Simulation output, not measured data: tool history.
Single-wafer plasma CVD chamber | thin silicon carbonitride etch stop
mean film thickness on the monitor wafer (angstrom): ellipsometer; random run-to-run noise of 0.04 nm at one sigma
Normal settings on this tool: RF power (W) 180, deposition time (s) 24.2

run	hour	RF power (W)	deposition time (s)	read-back reference wafer on the same gauge, thickness_nm	mean film thickness on the monitor wafer (angstrom)
1	0	180	24.2	16.901	144.06
2	43.7	180	24.2	16.902	143.52
# hour 53.6: thermocouple changed; heater temperature recalibrated
3	68.4	180	24.2	16.897	143.74
4	93.5	180	24.2	16.909	143.96
5	158.5	180	24.2	16.904	143.4
6	248.6	180	24.2	16.896	143.04
# hour 300.2: RF generator calibrated
7	308.1	180	24.2	16.896	145.48
8	338.1	180	24.2	16.911	145.97
9	364	180	24.2	16.888	145.41
10	401.8	180	25.8	16.901	155.17
11	472.2	195	24.2	16.897	151.01
12	522.6	195	24.2	16.892	150.58
13	558.6	180	24.2	16.903	145.27
14	588.7	180	24.2	16.901	145.22
15	648	180	22.8	16.91	135.6
16	709.8	180	26.1	16.902	156.94
# hour 730.5: showerhead replaced
17	754.9	180	26.7	16.907	159.65
18	804.5	180	24.2	16.905	143.92
19	844.3	150	24.2	16.89	132.76
20	940.3	180	20.7	16.899	123.54
21	1012.1	180	24.2	16.898	143.68
22	1052.1	165	24.2	16.887	137.68
# hour 1123.8: thermocouple changed; heater temperature recalibrated
23	1124.3	210	24.2	16.9	151.97
24	1170.8	180	28	16.903	165.22
25	1195.9	155	24.2	16.904	134.15
# hour 1260.5: RF generator calibrated
26	1261.3	180	24.2	16.896	146.07
27	1285.7	155	20	16.903	112.82
28	1336.7	180	20.8	16.896	124.99
# hour 1375: gauge calibrated
29	1394.2	210	27.5	16.892	176.32
30	1455.2	155	27.9	16.896	156.79
31	1482.2	180	24.2	16.902	145.49
32	1531.6	180	24.2	16.904	144.11
33	1593.6	165	20.4	16.892	116.9
34	1654.8	180	22.6	16.893	134.62
35	1697.7	180	24.2	16.905	143.88
36	1841.5	180	24.2	16.901	143.81

Each run again, without the hidden state but with its own random variation kept:
What the log doesn't record here: wafer temperature above the value expected at the setpoint (K); delivered RF power above the setpoint (%); gauge reads high (%).
run	mean film thickness on the monitor wafer (angstrom)
1	146.28
2	145.88
3	146.18
4	146.49
5	146.14
6	146.07
7	145.69
8	146.28
9	145.8
10	155.71
11	151.77
12	151.5
13	146.27
14	146.32
15	136.8
16	158.55
17	161.45
18	145.7
19	134.52
20	125.45
21	146.13
22	140.16
23	154.96
24	168.65
25	137.01
26	146.54
27	113.25
28	125.6
29	177.4
30	157.96
31	146.66
32	145.43
33	118.13
34	136.22
35	145.73
36	146.13
